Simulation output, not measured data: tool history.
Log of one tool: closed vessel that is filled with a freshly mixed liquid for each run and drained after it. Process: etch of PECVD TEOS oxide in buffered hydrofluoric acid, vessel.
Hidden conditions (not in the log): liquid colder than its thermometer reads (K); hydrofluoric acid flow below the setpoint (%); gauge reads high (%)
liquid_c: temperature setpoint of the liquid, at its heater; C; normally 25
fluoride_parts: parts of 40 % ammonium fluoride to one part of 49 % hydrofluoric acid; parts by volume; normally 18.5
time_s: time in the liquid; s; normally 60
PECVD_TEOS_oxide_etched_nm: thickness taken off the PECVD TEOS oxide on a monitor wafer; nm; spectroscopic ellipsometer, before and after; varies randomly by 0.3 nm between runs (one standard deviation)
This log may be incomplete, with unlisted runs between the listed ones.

run,hour,liquid_c,fluoride_parts,time_s,wafers since the last listed run,hours since the thermometer was replaced,hours since the hydrofluoric acid flow meter was replaced,hours since the gauge calibration,"read-back film thickness of the PECVD TEOS oxide reference wafer, read on the same gauge (nm)",PECVD_TEOS_oxide_etched_nm
1,0,25,18.5,60,0,883.9,864.7,1234.8,90.61,73.61
2,53.1,25,18.5,60,6589,937,917.8,1287.9,90.69,72.65
3,101,25,18.5,60,5943,984.9,965.7,1335.8,90.75,73.14
4,389.3,25,18.5,60,35774,1273.2,1254,1624.1,91.12,73.12
5,478.9,28.5,18.5,50,11118,1362.8,1343.6,1713.7,91.25,73.62
6,536.8,28.5,18.5,50,7184,1420.7,1401.5,1771.6,91.36,74.48
7,625.9,25,18.5,60,11056,1509.8,1490.6,1860.7,91.5,73.57
8,724.8,25,18.5,60,12272,1608.7,1589.5,1959.6,91.66,73.46
9,761.5,25,18.5,60,4554,1645.4,1626.2,1996.3,91.73,73.7
# hour 801: thermometer replaced
10,827.5,25,13,60,8065,26.5,1692.2,2062.3,91.86,104.03
11,891.7,25,13,60,7966,90.7,1756.4,2126.5,91.95,105.46
12,940.6,25,13,60,6067,139.6,1805.3,2175.4,92.06,104.39
13,1012.8,25,18.5,50,8959,211.8,1877.5,2247.6,92.2,61.58
14,1106.2,25,18.5,60,11589,305.2,1970.9,2341,92.41,74.02
15,1160.5,22.5,18.5,60,6737,359.5,2025.2,2395.3,92.51,65.24
16,1252.9,25,18.5,60,11465,451.9,2117.6,2487.7,92.73,74.41
# hour 1364.9: hydrofluoric acid flow meter replaced
# hour 1497.8: gauge calibrated
17,1517.4,22,12.5,60,32696,716.4,152.5,19.6,90.57,90.93
18,1624.2,25,18.5,80,13252,823.2,259.3,126.4,90.57,96.67
19,1678,29,18.5,30,6675,877,313.1,180.2,90.59,44.79
20,1754.8,25,12.5,60,9529,953.8,389.9,257,90.6,107.23
21,1855.6,29.5,18.5,75,12507,1054.6,490.7,357.8,90.63,116.11
22,1913.1,25,14,80,7135,1112.1,548.2,415.3,90.66,127.86

What does the tool deliver on the next run?
23,1956.3,23,18.5,60,5360,1155.3,591.4,458.5,?,?

read-back film thickness of the PECVD TEOS oxide reference wafer, read on the same gauge (nm): 90.65
PECVD_TEOS_oxide_etched_nm: 64.81 nm
Without the tool's hidden state the same run would have given PECVD_TEOS_oxide_etched_nm 64.33 nm.
